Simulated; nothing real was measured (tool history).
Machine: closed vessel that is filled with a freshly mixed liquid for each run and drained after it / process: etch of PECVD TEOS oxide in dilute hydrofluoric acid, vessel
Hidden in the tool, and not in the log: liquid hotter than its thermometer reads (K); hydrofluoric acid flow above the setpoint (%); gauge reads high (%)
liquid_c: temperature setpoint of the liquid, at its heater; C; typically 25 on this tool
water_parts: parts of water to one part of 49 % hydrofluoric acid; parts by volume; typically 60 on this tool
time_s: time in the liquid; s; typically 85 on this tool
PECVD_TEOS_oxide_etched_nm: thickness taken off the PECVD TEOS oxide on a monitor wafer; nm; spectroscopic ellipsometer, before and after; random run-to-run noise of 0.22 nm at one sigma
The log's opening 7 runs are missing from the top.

run	day	liquid_c	water_parts	time_s	wafers since the last listed run	hours since the thermometer was replaced	hours since the hydrofluoric acid flow meter was replaced	hours since the gauge calibration	read-back film thickness of the PECVD TEOS oxide reference wafer, read on the same gauge (nm)	PECVD_TEOS_oxide_etched_nm
8	3.142	25	60	85	2150	655.8	1046.7	483.7	110.01	28.74
9	3.442	25	60	85	1018	663	1053.9	490.9	110	28.49
10	3.825	25	60	85	1301	672.2	1063.1	500.1	110.01	28.86
11	4.358	25	60	85	1811	685	1075.9	512.9	110.01	28.81
12	4.654	25	60	85	1004	692.1	1083	520	109.99	29.07
13	5.15	20.5	50	85	1683	704	1094.9	531.9	110.03	29.1
14	5.658	25	40	85	1726	716.2	1107.1	544.1	110.04	44.29
15	6.025	25	60	85	1245	725	1115.9	552.9	110.04	28.78
# day 6.367: gauge calibrated
16	6.638	20	60	105	2080	739.7	1130.6	6.5	110	29.46
# day 7.071: hydrofluoric acid flow meter replaced
17	7.325	25	60	85	2193	756.2	6.1	23	110.01	28.63
18	7.588	25	60	85	891	762.5	12.4	29.3	109.97	29.3
19	8.204	25	60	85	2094	777.3	27.2	44.1	109.99	28.9
20	8.738	25	60	85	1811	790.1	40	56.9	110.02	29.38
21	9.025	22.5	50	85	976	797	46.9	63.8	109.98	31.62
# day 9.233: thermometer replaced
22	9.6	25	80	70	1811	8.8	60.7	77.6	110.01	18.34
23	9.983	25	60	85	1301	18	69.9	86.8	109.96	31.04
24	10.488	25	60	85	1712	30.1	82	98.9	110.02	30.64
25	11.167	25	80	85	2306	46.4	98.3	115.2	110	22.44
26	11.629	25	60	85	1570	57.5	109.4	126.3	109.98	30.56
# day 12.338: thermometer replaced, repeated, since the last time left the tool worse
27	13.075	21.5	50	50	4768	17.7	144.1	161	110.02	16.9
28	13.512	29	45	110	1485	28.2	154.6	171.5	109.98	56.74
29	14.096	28.5	75	85	1981	42.2	168.6	185.5	110.03	24.61

The next listed run, before its measurement:
30	14.838	25	60	85	2518	60	186.4	203.3	?	?

read-back film thickness of the PECVD TEOS oxide reference wafer, read on the same gauge (nm): 109.98
PECVD_TEOS_oxide_etched_nm: 27.16 nm
Minus the tool's unlogged condition, the same run would have read PECVD_TEOS_oxide_etched_nm 26.89 nm.
